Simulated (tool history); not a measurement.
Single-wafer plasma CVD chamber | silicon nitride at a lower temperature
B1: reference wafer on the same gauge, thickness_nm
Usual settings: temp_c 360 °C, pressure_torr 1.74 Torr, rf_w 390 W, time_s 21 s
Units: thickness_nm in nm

run 1 hour=0 | temp_c=360 pressure_torr=1.74 rf_w=390 time_s=21 | B1=33.995 | thickness_nm=28.822
run 2 hour=65.1 | temp_c=360 pressure_torr=1.92 rf_w=425 time_s=21 | B1=34.016 | thickness_nm=30.582
run 3 hour=100.3 | temp_c=360 pressure_torr=1.92 rf_w=425 time_s=21 | B1=34.018 | thickness_nm=30.279
run 4 hour=145 | temp_c=360 pressure_torr=1.74 rf_w=390 time_s=21 | B1=33.961 | thickness_nm=28.47
run 5 hour=196.2 | temp_c=360 pressure_torr=1.74 rf_w=390 time_s=21 | B1=34.009 | thickness_nm=28.475
-- hour=266.4 showerhead replaced
run 6 hour=266.9 | temp_c=360 pressure_torr=1.74 rf_w=390 time_s=21 | B1=33.984 | thickness_nm=28.638
run 7 hour=300 | temp_c=360 pressure_torr=1.74 rf_w=390 time_s=21 | B1=34.004 | thickness_nm=28.557
-- hour=351.4 thermocouple changed; heater temperature recalibrated
-- hour=351.4 capacitance manometer re-zeroed and calibrated
run 8 hour=351.9 | temp_c=360 pressure_torr=1.74 rf_w=390 time_s=21 | B1=33.984 | thickness_nm=28.392

Run 9 comes next. What will it give?
run 9 hour=376.8 | temp_c=360 pressure_torr=1.74 rf_w=390 time_s=22.6 | B1=? | thickness_nm=?

Run 9 gave B1 34.023, thickness_nm 30.245 nm.
Without the tool's hidden state the same run would have given thickness_nm 31.005 nm.
